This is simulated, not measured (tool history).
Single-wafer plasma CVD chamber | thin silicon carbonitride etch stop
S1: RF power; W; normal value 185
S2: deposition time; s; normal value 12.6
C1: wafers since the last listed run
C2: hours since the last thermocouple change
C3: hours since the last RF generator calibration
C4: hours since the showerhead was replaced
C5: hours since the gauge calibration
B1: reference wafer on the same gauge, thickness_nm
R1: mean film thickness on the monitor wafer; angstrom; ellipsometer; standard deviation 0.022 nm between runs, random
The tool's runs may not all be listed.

run 1 hour=0.0 | S1=185 S2=12.6 | C1=0 C2=2079.4 C3=700.5 C4=7194.7 C5=317.9 | B1=6.121 | R1=69.10
run 2 hour=44.8 | S1=160 S2=12.6 | C1=1217 C2=2124.2 C3=745.3 C4=7239.5 C5=362.7 | B1=6.118 | R1=64.32
run 3 hour=112.8 | S1=175 S2=12.6 | C1=1848 C2=2192.2 C3=813.3 C4=7307.5 C5=430.7 | B1=6.121 | R1=67.30
run 4 hour=158.9 | S1=185 S2=10.6 | C1=1252 C2=2238.3 C3=859.4 C4=7353.6 C5=476.8 | B1=6.115 | R1=58.23
run 5 hour=266.0 | S1=185 S2=12.6 | C1=2910 C2=2345.4 C3=966.5 C4=7460.7 C5=583.9 | B1=6.121 | R1=69.09
run 6 hour=335.8 | S1=170 S2=12.6 | C1=1897 C2=2415.2 C3=1036.3 C4=7530.5 C5=653.7 | B1=6.122 | R1=65.77
-- hour=350.2 thermocouple changed; heater temperature recalibrated
-- hour=371.2 gauge calibrated
run 7 hour=398.0 | S1=170 S2=12.6 | C1=1473 C2=47.8 C3=1098.5 C4=7592.7 C5=26.8 | B1=6.119 | R1=66.24
run 8 hour=462.7 | S1=185 S2=12.6 | C1=1758 C2=112.5 C3=1163.2 C4=7657.4 C5=91.5 | B1=6.121 | R1=68.93
-- hour=529.8 RF generator calibrated
run 9 hour=551.7 | S1=160 S2=10.8 | C1=2201 C2=201.5 C3=21.9 C4=7746.4 C5=180.5 | B1=6.122 | R1=56.05
-- hour=627.6 showerhead replaced
run 10 hour=647.6 | S1=205 S2=10.7 | C1=2389 C2=297.4 C3=117.8 C4=20.0 C5=276.4 | B1=6.121 | R1=63.03
run 11 hour=692.5 | S1=160 S2=10.9 | C1=1220 C2=342.3 C3=162.7 C4=64.9 C5=321.3 | B1=6.117 | R1=56.39
run 12 hour=751.3 | S1=185 S2=12.6 | C1=1598 C2=401.1 C3=221.5 C4=123.7 C5=380.1 | B1=6.123 | R1=70.47
run 13 hour=808.2 | S1=185 S2=10.4 | C1=1546 C2=458.0 C3=278.4 C4=180.6 C5=437.0 | B1=6.120 | R1=57.87
run 14 hour=914.5 | S1=200 S2=14.5 | C1=2889 C2=564.3 C3=384.7 C4=286.9 C5=543.3 | B1=6.119 | R1=83.81

Branching from run 14: 4 alternative next runs. What would each branch give?
run A hour=914.9 | S1=205 S2=12.6 | C1=10 C2=564.7 C3=385.1 C4=287.3 C5=543.7 | B1=? | R1=?
run B hour=914.9 | S1=215 S2=12.6 | C1=10 C2=564.7 C3=385.1 C4=287.3 C5=543.7 | B1=? | R1=?
run C hour=914.9 | S1=160 S2=13.4 | C1=10 C2=564.7 C3=385.1 C4=287.3 C5=543.7 | B1=? | R1=?
run D hour=914.9 | S1=160 S2=10.5 | C1=10 C2=564.7 C3=385.1 C4=287.3 C5=543.7 | B1=? | R1=?

run=A B1=6.119 R1=73.62
run=B B1=6.119 R1=75.29
run=C B1=6.119 R1=68.83
run=D B1=6.119 R1=53.93
Without the tool's unlogged condition, the same runs would have read:
run=A R1=74.35
run=B R1=76.04
run=C R1=69.51
run=D R1=54.47
